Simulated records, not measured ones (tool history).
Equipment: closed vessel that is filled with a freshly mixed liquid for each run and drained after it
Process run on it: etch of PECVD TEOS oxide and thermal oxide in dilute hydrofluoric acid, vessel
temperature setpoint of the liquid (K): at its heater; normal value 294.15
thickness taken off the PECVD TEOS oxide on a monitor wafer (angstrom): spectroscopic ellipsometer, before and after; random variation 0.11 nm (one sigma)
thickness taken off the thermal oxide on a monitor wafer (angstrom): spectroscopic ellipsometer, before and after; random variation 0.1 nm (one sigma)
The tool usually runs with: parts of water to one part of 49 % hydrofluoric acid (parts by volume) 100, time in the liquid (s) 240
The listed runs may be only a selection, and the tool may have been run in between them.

run	day	temperature setpoint of the liquid (K)	parts of water to one part of 49 % hydrofluoric acid (parts by volume)	time in the liquid (s)	wafers since the last listed run	hours since the thermometer was replaced	hours since the hydrofluoric acid flow meter was replaced	hours since the gauge calibration	read-back film thickness of the PECVD TEOS oxide reference wafer, read on the same gauge (nm)	read-back film thickness of the thermal oxide reference wafer, read on the same gauge (nm)	thickness taken off the PECVD TEOS oxide on a monitor wafer (angstrom)	thickness taken off the thermal oxide on a monitor wafer (angstrom)
1	0.000	294.15	100	240	0	1558.1	228.7	1147.8	110.00	149.99	199.0	111.4
2	2.392	294.15	100	240	6011	1615.5	286.1	1205.2	110.03	149.99	199.5	110.3
3	5.258	294.15	100	240	7205	1684.3	354.9	1274.0	110.02	150.01	199.5	109.8
4	7.633	294.15	100	240	5969	1741.3	411.9	1331.0	110.04	150.01	202.4	112.3
5	11.321	294.15	120	190	9269	1829.8	500.4	1419.5	109.98	149.98	131.0	72.2
# day 12.117: thermometer replaced
6	14.192	294.15	100	240	7111	49.8	569.3	1488.4	109.96	149.96	216.6	119.7
# day 16.038: hydrofluoric acid flow meter replaced
7	16.308	294.15	100	240	5215	100.6	6.5	1539.2	110.03	150.01	207.3	116.8
8	18.617	296.65	100	200	5802	156.0	61.9	1594.6	110.00	149.96	192.4	106.4
9	20.338	294.15	100	240	4325	197.3	103.2	1635.9	110.04	149.99	210.5	117.7
10	21.567	294.15	125	155	3089	226.8	132.7	1665.4	110.02	150.02	104.8	58.9
11	24.067	294.15	150	240	6284	286.8	192.7	1725.4	109.99	150.00	130.8	73.0
12	26.579	294.15	100	195	6315	347.1	253.0	1785.7	109.96	149.98	171.9	96.5
# day 31.788: gauge calibrated
13	35.317	294.15	65	240	21962	556.8	462.7	84.7	110.02	149.98	339.9	188.8
14	38.900	291.65	100	240	9007	642.8	548.7	170.7	109.98	150.01	191.7	106.9
15	40.296	294.15	150	240	3508	676.3	582.2	204.2	109.99	149.98	134.6	74.8
# day 40.533: hydrofluoric acid flow meter replaced
16	41.538	294.15	75	315	3016	706.1	24.1	234.0	110.00	149.99	368.5	206.6
17	44.900	294.15	75	315	8452	786.8	104.8	314.7	110.02	150.01	367.3	206.6
18	46.738	298.65	130	145	4618	830.9	148.9	358.8	109.98	149.98	110.0	62.1
19	47.854	295.65	100	120	2806	857.7	175.7	385.6	110.05	150.03	109.7	60.5
20	49.242	291.15	140	240	3487	891.0	209.0	418.9	110.03	149.97	123.4	69.5
21	51.071	297.15	140	345	4597	934.9	252.9	462.8	109.99	149.99	228.9	125.4
22	53.654	290.15	100	285	6493	996.9	314.9	524.8	110.02	149.97	207.9	116.4
23	55.046	294.15	100	240	3498	1030.3	348.3	558.2	110.03	149.98	206.8	114.4
24	57.029	294.15	100	240	4985	1077.9	395.9	605.8	110.07	150.01	208.2	115.2
25	58.267	294.15	100	240	3110	1107.6	425.6	635.5	110.01	150.00	206.1	115.2
26	59.671	290.15	100	240	3529	1141.3	459.3	669.2	109.96	149.98	176.1	96.9
27	62.600	294.15	100	240	7362	1211.6	529.6	739.5	109.98	149.99	208.6	117.5

Predict each of these 3 candidate next runs independently; none follows another, all start after run 27:
A	62.629	296.65	100	240	73	1212.3	530.3	740.2	?	?	?	?
B	62.629	294.15	55	370	73	1212.3	530.3	740.2	?	?	?	?
C	62.629	294.15	130	240	73	1212.3	530.3	740.2	?	?	?	?

run	read-back film thickness of the PECVD TEOS oxide reference wafer, read on the same gauge (nm)	read-back film thickness of the thermal oxide reference wafer, read on the same gauge (nm)	thickness taken off the PECVD TEOS oxide on a monitor wafer (angstrom)	thickness taken off the thermal oxide on a monitor wafer (angstrom)
A	109.98	149.98	231.9	127.1
B	109.98	149.98	617.0	338.1
C	109.98	149.98	156.1	85.6
The same runs, with their run-to-run variation unchanged, on a tool lacking any hidden condition would have given:
run	thickness taken off the PECVD TEOS oxide on a monitor wafer (angstrom)	thickness taken off the thermal oxide on a monitor wafer (angstrom)
A	230.5	126.3
B	616.2	337.7
C	155.1	85.0
